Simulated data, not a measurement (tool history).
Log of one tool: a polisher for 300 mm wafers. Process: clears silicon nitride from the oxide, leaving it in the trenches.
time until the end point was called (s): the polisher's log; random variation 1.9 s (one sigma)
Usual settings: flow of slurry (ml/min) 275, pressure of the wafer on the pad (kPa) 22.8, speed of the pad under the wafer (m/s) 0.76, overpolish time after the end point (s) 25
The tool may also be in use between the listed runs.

run,hour,flow of slurry (ml/min),pressure of the wafer on the pad (kPa),speed of the pad under the wafer (m/s),overpolish time after the end point (s),"incoming thickness of the incoming film, nm",time until the end point was called (s)
1,0,275,22.8,0.76,25,100.2,137.2
# hour 41: worn pad replaced by a new one
2,45.7,275,22.8,0.76,25,100.5,141.9
3,91.9,275,22.8,0.76,25,101,141
4,148.6,275,22.8,0.76,25,99.3,139.2
5,181.9,275,22.8,0.76,25,99.5,143.7
6,211.8,275,22.8,0.76,25,99.5,143.2
7,280.5,275,22.8,0.76,25,100.3,149.1
# hour 290.2: slurry nozzle cleaned
# hour 299.1: head pressure recalibrated
# hour 303.1: worn pad replaced by a new one
8,336.9,275,22.8,0.76,25,98.7,123.5
9,373,180,25.5,0.76,29,99.5,118.5
10,420.2,275,22.8,0.76,25,100.1,128.8
11,459.5,275,22.8,0.86,12,99.3,116
12,497.9,275,22.8,0.76,19,101.1,129
# hour 530: worn pad replaced by a new one
13,542.5,345,22.8,0.56,25,98.7,159
14,602.6,275,22.8,0.76,25,99.8,135
15,652.2,275,22.8,0.76,17,100.4,142.3
# hour 677.3: slurry nozzle cleaned
16,714.9,275,22.8,0.76,25,100.8,127.1

Forecast each of these 3 alternatives for the next run:
A,715.4,275,20,0.76,25,100,?
B,715.4,225,18.6,0.86,25,100,?
C,715.4,315,15.9,0.96,25,100,?

run,time until the end point was called (s)
A,148.1
B,147.8
C,152.7
Without the tool's hidden state the same runs would have given:
run,time until the end point was called (s)
A,143
B,142.6
C,147.4

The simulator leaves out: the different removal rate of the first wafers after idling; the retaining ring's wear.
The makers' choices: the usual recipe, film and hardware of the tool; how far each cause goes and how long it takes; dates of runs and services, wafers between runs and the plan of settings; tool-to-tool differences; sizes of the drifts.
